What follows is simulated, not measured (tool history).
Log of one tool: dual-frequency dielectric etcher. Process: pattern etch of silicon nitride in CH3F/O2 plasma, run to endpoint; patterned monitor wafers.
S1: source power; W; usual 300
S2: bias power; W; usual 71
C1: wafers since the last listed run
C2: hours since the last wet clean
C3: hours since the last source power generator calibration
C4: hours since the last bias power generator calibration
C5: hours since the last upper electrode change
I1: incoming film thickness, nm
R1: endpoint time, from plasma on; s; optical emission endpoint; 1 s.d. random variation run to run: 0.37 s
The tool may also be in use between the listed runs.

run,hour,S1,S2,C1,C2,C3,C4,C5,I1,R1
1,0,300,71,0,134.5,2920.3,1563.3,5831.1,98.9,111.9
2,6.9,300,71,30,141.4,2927.2,1570.2,5838,98.7,112.1
3,19.5,250,71,55,154,2939.8,1582.8,5850.6,98.7,117.7
4,28.8,300,71,40,163.3,2949.1,1592.1,5859.9,98.9,112.7
5,45.6,300,71,73,180.1,2965.9,1608.9,5876.7,99,113.3
6,51.7,300,71,26,186.2,2972,1615,5882.8,98.9,112.5
7,62.8,260,71,48,197.3,2983.1,1626.1,5893.9,98.9,117.5
8,70.4,260,71,33,204.9,2990.7,1633.7,5901.5,99.3,117.8
9,88.4,300,65,78,222.9,3008.7,1651.7,5919.5,100.2,116.9
10,98.6,300,65,44,233.1,3018.9,1661.9,5929.7,98.7,115.5
11,133.7,270,71,153,268.2,3054,1697,5964.8,99.9,117.9
12,142.2,270,71,37,276.7,3062.5,1705.5,5973.3,98.7,117
13,159.6,300,57,76,294.1,3079.9,1722.9,5990.7,98.4,118.9
14,170.4,300,57,47,304.9,3090.7,1733.7,6001.5,98.5,118.5
15,177.8,300,57,32,312.3,3098.1,1741.1,6008.9,98.7,119.7
# hour 210.8: source power generator calibrated
16,211.3,300,71,128,345.8,0.5,1774.6,6042.4,99.5,114.6
17,226,300,71,64,360.5,15.2,1789.3,6057.1,98.9,114.6

Run 18 has not been measured yet. What should we expect?
18,233.1,220,64,31,367.6,22.3,1796.4,6064.2,99.2,?

Run 18 came out at R1 127.7 s.
Had the tool carried no hidden state, the very same run would have given R1 123.4 s.
